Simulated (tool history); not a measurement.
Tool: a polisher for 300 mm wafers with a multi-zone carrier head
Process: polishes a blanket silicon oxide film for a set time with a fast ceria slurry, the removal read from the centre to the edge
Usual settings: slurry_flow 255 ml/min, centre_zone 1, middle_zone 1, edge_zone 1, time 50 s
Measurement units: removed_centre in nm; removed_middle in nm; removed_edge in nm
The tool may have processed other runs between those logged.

run	hour	slurry_flow	centre_zone	middle_zone	edge_zone	time	wafers since the last listed run	wafers polished on this pad	hours since the slurry nozzle was cleaned	hours since the centre zone pressure was calibrated	hours since the edge zone pressure was calibrated	hours since the carrier head's membrane was replaced	incoming thickness of the incoming film, nm	removed_centre	removed_middle	removed_edge
1	0	255	1	1	1	50	0	2245	23.7	556.6	310.1	1726.6	1516.8	466	445.4	457
2	26.9	255	1	1	1	50	344	2589	50.6	583.5	337	1753.5	1539.9	477.4	447.4	447.1
# hour 61.5: worn pad replaced by a new one
3	62	255	1	0.97	1	50	398	6	85.7	618.6	372.1	1788.6	1516.3	496.5	463.8	478.6
# hour 83.5: edge zone pressure recalibrated
4	84	255	1	0.97	1	50	255	262	107.7	640.6	0.5	1810.6	1514.3	494.3	458.4	476.1
5	133.6	220	1	1	1	50	634	897	157.3	690.2	50.1	1860.2	1521.2	494.2	460.6	463.8
6	189.9	220	1	1	1	50	720	1618	213.6	746.5	106.4	1916.5	1525.4	486.3	449.1	455
# hour 226.6: slurry nozzle cleaned
7	228.5	255	1	1	1.04	36	481	2099	1.9	785.1	145	1955.1	1522.9	358	327.9	339.4
# hour 278.3: worn pad replaced by a new one
8	296.9	255	1	1	1	50	824	237	70.3	853.5	213.4	2023.5	1508.4	502.6	468.6	479.3
9	359	255	1	1	1	50	794	1032	132.4	915.6	275.5	2085.6	1494.6	509.1	462.3	464.5
# hour 395.5: centre zone pressure recalibrated
# hour 404: carrier head's membrane replaced by a new one
10	418	220	1	1	1	58	665	1697	191.4	22.5	334.5	14	1523.6	519.4	520.2	524.3
11	467.1	255	1	1	1	50	628	2326	240.5	71.6	383.6	63.1	1504.5	455.7	450.7	459
# hour 473.5: worn pad replaced by a new one
# hour 486.9: slurry nozzle cleaned
12	511.8	255	1	1	1	65	508	477	24.9	116.3	428.3	107.8	1543.1	615.8	606.4	612.5
# hour 563.2: edge zone pressure recalibrated
13	575.7	255	1	1	1	50	792	1270	88.8	180.2	12.5	171.7	1540.4	465.4	454.9	457.8
14	626	255	1	0.94	0.95	37	643	1914	139.1	230.5	62.8	222	1520.6	336.3	316.6	333.1
15	680.7	255	1	1	1.09	50	700	2614	193.8	285.2	117.5	276.7	1552.1	465.3	443.6	464.9
# hour 715: worn pad replaced by a new one
# hour 744: slurry nozzle cleaned
16	745.4	255	1	1.08	1	50	764	375	1.4	349.9	182.2	341.4	1520	481.7	498	469.1
17	771.2	190	1	1	1	50	330	706	27.2	375.7	208	367.2	1515.2	459.4	461.8	459
18	835	255	1	1	1	50	816	1522	91	439.5	271.8	431	1519.5	484.2	457.9	460.1
19	900.8	255	1	1	1	50	842	2364	156.8	505.3	337.6	496.8	1543.6	466.8	452.4	453.5
20	957.6	205	1	1	1	59	727	3092	213.6	562.1	394.4	553.6	1519.2	544.8	519	529.4
# hour 964.6: worn pad replaced by a new one
# hour 993.2: edge zone pressure recalibrated
21	998.6	220	1	1	1	50	447	409	254.6	603.1	5.4	594.6	1531.4	484.5	466.9	466.6
# hour 1025: slurry nozzle cleaned
22	1049.7	255	0.93	1	1.11	50	641	1050	24.7	654.2	56.5	645.7	1528.6	468.2	468.2	484.6

Measured minus without-hidden-state, run by run (identical run-to-run variation in each term; gauge scatter may differ):
The hidden state here: removal rate lost through wear of the pad, %; slurry flow missing at the pad, %; deviation of the centre zone's pressure from its setpoint, %; deviation of the edge zone's pressure from its setpoint, %.
run	removed_centre	removed_middle	removed_edge
1	+5.4	-22.7	-23.2
2	+3.5	-26.2	-26
3	+32.3	-0.3	-0.1
4	+30.6	-2.8	-2.7
5	+27	-8.7	-8.5
6	+22.5	-15.1	-15.1
7	+14.4	-14.4	-14.7
8	+39.4	-4.4	-4.3
9	+35.3	-11.8	-11.6
10	-13.3	-21.2	-21.3
11	-15.2	-24.5	-24.8
12	+7.1	-7.9	-7.9
13	+0.9	-13.5	-13.4
14	-2	-13.7	-14.3
15	-6.8	-25.8	-26.9
16	+17.4	-5.9	-5.5
17	+14.8	-8.5	-8.3
18	+11	-16.2	-16
19	+5.8	-24.1	-24
20	+1.7	-35.9	-36.5
21	+29.6	-5.2	-5.1
22	+25.2	-11.5	-11.7
